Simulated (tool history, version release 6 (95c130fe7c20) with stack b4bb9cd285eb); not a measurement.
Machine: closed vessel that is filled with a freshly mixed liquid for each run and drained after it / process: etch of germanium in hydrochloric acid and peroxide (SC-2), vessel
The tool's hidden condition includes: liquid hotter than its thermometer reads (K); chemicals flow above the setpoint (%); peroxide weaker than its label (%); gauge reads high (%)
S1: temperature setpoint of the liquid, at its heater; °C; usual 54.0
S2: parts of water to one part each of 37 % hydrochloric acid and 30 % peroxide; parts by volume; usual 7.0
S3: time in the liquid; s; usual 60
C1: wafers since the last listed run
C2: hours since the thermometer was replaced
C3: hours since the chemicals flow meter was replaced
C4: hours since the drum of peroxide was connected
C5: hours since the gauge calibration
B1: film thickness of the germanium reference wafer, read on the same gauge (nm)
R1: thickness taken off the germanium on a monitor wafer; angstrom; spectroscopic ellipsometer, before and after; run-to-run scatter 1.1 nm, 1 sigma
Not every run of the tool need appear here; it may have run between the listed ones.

| run | hour | S1 | S2 | S3 | C1 | C2 | C3 | C4 | C5 | B1 | R1 |
|---|---|---|---|---|---|---|---|---|---|---|---|
| 1 | 0.0 | 60.5 | 9.0 | 60 | 0 | 683.5 | 1006.9 | 960.5 | 35.1 | 140.02 | 2430.1 |
| 2 | 46.4 | 60.5 | 9.0 | 60 | 6390 | 729.9 | 1053.3 | 1006.9 | 81.5 | 139.99 | 2401.2 |
| 3 | 86.9 | 60.5 | 9.0 | 60 | 5577 | 770.4 | 1093.8 | 1047.4 | 122.0 | 140.00 | 2419.2 |
| 4 | 134.5 | 50.0 | 7.0 | 60 | 6555 | 818.0 | 1141.4 | 1095.0 | 169.6 | 139.98 | 1804.0 |
| 5 | 221.4 | 54.0 | 7.0 | 80 | 11968 | 904.9 | 1228.3 | 1181.9 | 256.5 | 139.99 | 2735.7 |
| 6 | 296.4 | 54.0 | 7.0 | 80 | 10329 | 979.9 | 1303.3 | 1256.9 | 331.5 | 139.99 | 2708.0 |
| 7 | 388.7 | 54.0 | 7.0 | 60 | 12712 | 1072.2 | 1395.6 | 1349.2 | 423.8 | 139.99 | 2073.2 |
|  | 400.0 | new drum of peroxide connected |
|  | 581.2 | chemicals flow meter replaced |
|  | 590.9 | thermometer replaced |
| 8 | 595.1 | 58.5 | 7.0 | 30 | 28013 | 4.2 | 13.9 | 195.1 | 630.2 | 139.98 | 1105.5 |
| 9 | 676.6 | 59.0 | 5.5 | 30 | 11224 | 85.7 | 95.4 | 276.6 | 711.7 | 139.98 | 1148.7 |
|  | 697.6 | gauge calibrated |
| 10 | 732.5 | 54.0 | 7.0 | 85 | 7698 | 141.6 | 151.3 | 332.5 | 34.9 | 140.02 | 2785.4 |
| 11 | 795.4 | 48.5 | 9.5 | 70 | 8663 | 204.5 | 214.2 | 395.4 | 97.8 | 140.01 | 1897.4 |
| 12 | 893.0 | 54.0 | 4.0 | 60 | 13442 | 302.1 | 311.8 | 493.0 | 195.4 | 139.99 | 2022.1 |
| 13 | 996.4 | 51.5 | 9.5 | 75 | 14241 | 405.5 | 415.2 | 596.4 | 298.8 | 139.97 | 2242.4 |
| 14 | 1063.9 | 54.0 | 4.0 | 60 | 9296 | 473.0 | 482.7 | 663.9 | 366.3 | 139.99 | 2021.0 |
| 15 | 1104.1 | 44.5 | 7.0 | 60 | 5536 | 513.2 | 522.9 | 704.1 | 406.5 | 139.98 | 1486.6 |

Below are 4 alternative next runs, each starting from the tool's condition after run 15. Predict each:
| A | 1104.8 | 54.0 | 7.0 | 70 | 96 | 513.9 | 523.6 | 704.8 | 407.2 | ? | ? |
| B | 1104.8 | 61.5 | 9.0 | 90 | 96 | 513.9 | 523.6 | 704.8 | 407.2 | ? | ? |
| C | 1104.8 | 46.5 | 7.0 | 60 | 96 | 513.9 | 523.6 | 704.8 | 407.2 | ? | ? |
| D | 1104.8 | 54.0 | 4.0 | 80 | 96 | 513.9 | 523.6 | 704.8 | 407.2 | ? | ? |

| run | B1 | R1 |
|---|---|---|
| A | 139.99 | 2319.4 |
| B | 139.99 | 3659.3 |
| C | 139.99 | 1568.7 |
| D | 139.99 | 2701.3 |
The same runs, with their run-to-run variation unchanged, on a tool lacking any hidden condition would have given:
| run | R1 |
|---|---|
| A | 2237.6 |
| B | 3537.7 |
| C | 1510.6 |
| D | 2604.7 |
